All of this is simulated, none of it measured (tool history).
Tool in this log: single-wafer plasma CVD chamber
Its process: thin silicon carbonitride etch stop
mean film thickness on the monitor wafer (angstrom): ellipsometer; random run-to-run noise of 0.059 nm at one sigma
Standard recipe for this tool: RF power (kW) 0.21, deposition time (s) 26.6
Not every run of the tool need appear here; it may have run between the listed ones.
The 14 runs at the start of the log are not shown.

run,hour,RF power (kW),deposition time (s),wafers since the last listed run,hours since the last thermocouple change,hours since the last RF generator calibration,hours since the showerhead was replaced,hours since the gauge calibration,"read-back reference wafer on the same gauge, thickness_nm",mean film thickness on the monitor wafer (angstrom)
15,384.8,0.21,26.6,2964,916.1,1327.9,7120.3,439.7,14.697,153.59
16,409.6,0.21,26.6,844,940.9,1352.7,7145.1,464.5,14.679,151.78
# hour 445: thermocouple changed; heater temperature recalibrated
17,445.5,0.21,26.6,949,0.5,1388.6,7181,500.4,14.708,152.13
# hour 459.8: RF generator calibrated
# hour 464.4: gauge calibrated
18,474.3,0.21,26.6,707,29.3,14.5,7209.8,9.9,14.702,158.05
19,508.5,0.225,23.7,1163,63.5,48.7,7244,44.1,14.708,144.85
20,526.2,0.235,29.3,602,81.2,66.4,7261.7,61.8,14.704,180.91
21,539.6,0.21,26.6,456,94.6,79.8,7275.1,75.2,14.678,157.12
22,562.7,0.21,26.6,786,117.7,102.9,7298.2,98.3,14.701,155.65
23,583.5,0.21,26.6,707,138.5,123.7,7319,119.1,14.703,157.23
# hour 596.4: showerhead replaced
24,601.1,0.21,26.6,326,156.1,141.3,4.7,136.7,14.693,156.9
25,637.5,0.17,28.7,1238,192.5,177.7,41.1,173.1,14.704,154.59
26,662.5,0.21,22.6,850,217.5,202.7,66.1,198.1,14.69,132.88
27,698.2,0.195,21.6,1214,253.2,238.4,101.8,233.8,14.701,122.1
28,713.8,0.21,26.6,530,268.8,254,117.4,249.4,14.712,154.62
29,745.2,0.21,26.6,1068,300.2,285.4,148.8,280.8,14.704,155.52
30,777.2,0.18,26.6,1089,332.2,317.4,180.8,312.8,14.718,146.29
31,811.2,0.195,23.9,1157,366.2,351.4,214.8,346.8,14.706,135.45
32,843.7,0.21,26.6,1106,398.7,383.9,247.3,379.3,14.695,155.14
33,857.7,0.19,22.9,476,412.7,397.9,261.3,393.3,14.695,128.78
34,872.7,0.24,29.5,510,427.7,412.9,276.3,408.3,14.706,180.28
35,892.3,0.195,31.7,667,447.3,432.5,295.9,427.9,14.711,178.35
36,915.2,0.18,22.6,779,470.2,455.4,318.8,450.8,14.708,123.11

Consider 3 possible next runs. They are alternatives, not a sequence: every one starts from the tool as it was left by run 36. What does each give?
A,915.6,0.21,24.6,13,470.6,455.8,319.2,451.2,?,?
B,915.6,0.21,31.9,13,470.6,455.8,319.2,451.2,?,?
C,915.6,0.23,30.9,13,470.6,455.8,319.2,451.2,?,?

run,"read-back reference wafer on the same gauge, thickness_nm",mean film thickness on the monitor wafer (angstrom)
A,14.692,142.78
B,14.692,185.15
C,14.692,185.93
Without the tool's unlogged condition, the same runs would have read:
run,mean film thickness on the monitor wafer (angstrom)
A,146.13
B,189.49
C,190.3

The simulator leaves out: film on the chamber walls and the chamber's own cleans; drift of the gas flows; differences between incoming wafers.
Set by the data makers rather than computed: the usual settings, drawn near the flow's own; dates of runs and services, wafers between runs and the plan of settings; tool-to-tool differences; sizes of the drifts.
